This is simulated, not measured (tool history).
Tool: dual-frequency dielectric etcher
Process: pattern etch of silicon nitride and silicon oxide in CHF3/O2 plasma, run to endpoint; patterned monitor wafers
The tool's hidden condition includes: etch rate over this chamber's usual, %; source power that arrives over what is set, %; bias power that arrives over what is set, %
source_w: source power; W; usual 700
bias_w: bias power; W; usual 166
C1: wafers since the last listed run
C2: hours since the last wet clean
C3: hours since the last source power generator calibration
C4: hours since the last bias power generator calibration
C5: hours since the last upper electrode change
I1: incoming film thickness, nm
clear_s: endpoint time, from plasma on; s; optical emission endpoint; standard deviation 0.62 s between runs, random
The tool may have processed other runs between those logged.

{"run": 1, "hour": 0.0, "source_w": 700, "bias_w": 166, "C1": 0, "C2": 302.6, "C3": 1834.4, "C4": 2467.5, "C5": 4087.3, "I1": 194.3, "clear_s": 109.6}
{"run": 2, "hour": 6.0, "source_w": 700, "bias_w": 166, "C1": 41, "C2": 308.6, "C3": 1840.4, "C4": 2473.5, "C5": 4093.3, "I1": 194.1, "clear_s": 109.3}
{"run": 3, "hour": 19.7, "source_w": 570, "bias_w": 166, "C1": 95, "C2": 322.3, "C3": 1854.1, "C4": 2487.2, "C5": 4107, "I1": 195.4, "clear_s": 122.3}
{"run": 4, "hour": 33.1, "source_w": 570, "bias_w": 166, "C1": 93, "C2": 335.7, "C3": 1867.5, "C4": 2500.6, "C5": 4120.4, "I1": 193.9, "clear_s": 120.7}
{"run": 5, "hour": 41.1, "source_w": 700, "bias_w": 166, "C1": 55, "C2": 343.7, "C3": 1875.5, "C4": 2508.6, "C5": 4128.4, "I1": 196.4, "clear_s": 108.1}
{"run": 6, "hour": 53.7, "source_w": 790, "bias_w": 147, "C1": 88, "C2": 356.3, "C3": 1888.1, "C4": 2521.2, "C5": 4141, "I1": 192.8, "clear_s": 105.4}
{"run": 7, "hour": 63.0, "source_w": 790, "bias_w": 147, "C1": 65, "C2": 365.6, "C3": 1897.4, "C4": 2530.5, "C5": 4150.3, "I1": 192.8, "clear_s": 105.2}
{"run": 8, "hour": 80.7, "source_w": 790, "bias_w": 147, "C1": 123, "C2": 383.3, "C3": 1915.1, "C4": 2548.2, "C5": 4168, "I1": 194.3, "clear_s": 106}
{"run": 9, "hour": 89.1, "source_w": 700, "bias_w": 197, "C1": 58, "C2": 391.7, "C3": 1923.5, "C4": 2556.6, "C5": 4176.4, "I1": 195.6, "clear_s": 101.9}
{"run": 10, "hour": 97.4, "source_w": 700, "bias_w": 197, "C1": 58, "C2": 400, "C3": 1931.8, "C4": 2564.9, "C5": 4184.7, "I1": 194.7, "clear_s": 101}
{"run": 11, "hour": 106.4, "source_w": 700, "bias_w": 166, "C1": 62, "C2": 409, "C3": 1940.8, "C4": 2573.9, "C5": 4193.7, "I1": 195.4, "clear_s": 107.9}
{"run": 12, "hour": 117.7, "source_w": 780, "bias_w": 151, "C1": 79, "C2": 420.3, "C3": 1952.1, "C4": 2585.2, "C5": 4205, "I1": 193.7, "clear_s": 104.9}
{"run": 13, "hour": 135.4, "source_w": 780, "bias_w": 199, "C1": 123, "C2": 438, "C3": 1969.8, "C4": 2602.9, "C5": 4222.7, "I1": 194.4, "clear_s": 95}
{"run": 14, "hour": 147.2, "source_w": 750, "bias_w": 142, "C1": 82, "C2": 449.8, "C3": 1981.6, "C4": 2614.7, "C5": 4234.5, "I1": 194.4, "clear_s": 109.4}
{"run": 15, "hour": 157.6, "source_w": 700, "bias_w": 166, "C1": 72, "C2": 460.2, "C3": 1992, "C4": 2625.1, "C5": 4244.9, "I1": 195.7, "clear_s": 106.9}
{"run": 16, "hour": 172.5, "source_w": 700, "bias_w": 182, "C1": 104, "C2": 475.1, "C3": 2006.9, "C4": 2640, "C5": 4259.8, "I1": 192.7, "clear_s": 101.8}
{"hour": 177.0, "done": "bias power generator calibrated"}
{"run": 17, "hour": 182.0, "source_w": 700, "bias_w": 166, "C1": 38, "C2": 484.6, "C3": 2016.4, "C4": 5, "C5": 4269.3, "I1": 192.5, "clear_s": 106.4}
{"hour": 190.1, "done": "source power generator calibrated"}
{"hour": 206.2, "done": "wet clean of the chamber"}
{"hour": 208.3, "done": "upper electrode replaced"}
{"run": 18, "hour": 208.8, "source_w": 840, "bias_w": 199, "C1": 32, "C2": 2.6, "C3": 18.7, "C4": 31.8, "C5": 0.5, "I1": 193.4, "clear_s": 96.3}
{"run": 19, "hour": 241.1, "source_w": 600, "bias_w": 207, "C1": 225, "C2": 34.9, "C3": 51, "C4": 64.1, "C5": 32.8, "I1": 195, "clear_s": 112.2}
{"run": 20, "hour": 293.0, "source_w": 590, "bias_w": 135, "C1": 362, "C2": 86.8, "C3": 102.9, "C4": 116, "C5": 84.7, "I1": 196.2, "clear_s": 136}
{"run": 21, "hour": 305.9, "source_w": 630, "bias_w": 177, "C1": 90, "C2": 99.7, "C3": 115.8, "C4": 128.9, "C5": 97.6, "I1": 196.4, "clear_s": 115.8}
{"run": 22, "hour": 351.4, "source_w": 780, "bias_w": 155, "C1": 318, "C2": 145.2, "C3": 161.3, "C4": 174.4, "C5": 143.1, "I1": 192.6, "clear_s": 106.6}

Below, some changes in clear_s between adjacent runs. For each, the amount present without the hidden state too (settings, incoming material, random variation) and the amount remaining for the hidden state with gauge scatter not shared by both compared results:
Run 13 -> 14: source_w 780 -> 750, bias_w 199 -> 142. clear_s +14.4 s: hidden state -0.9, all else +15.3.
Run 17 -> 18: source_w 700 -> 840, bias_w 166 -> 199, source power generator calibrated, wet clean of the chamber, upper electrode replaced. clear_s -10.1 s: hidden state +6.4, all else -16.5.
Run 19 -> 20: source_w 600 -> 590, bias_w 207 -> 135. clear_s +23.8 s: hidden state -0.9, all else +24.7.
Run 20 -> 21: source_w 590 -> 630, bias_w 135 -> 177. clear_s -20.2 s: hidden state +0, all else -20.2.
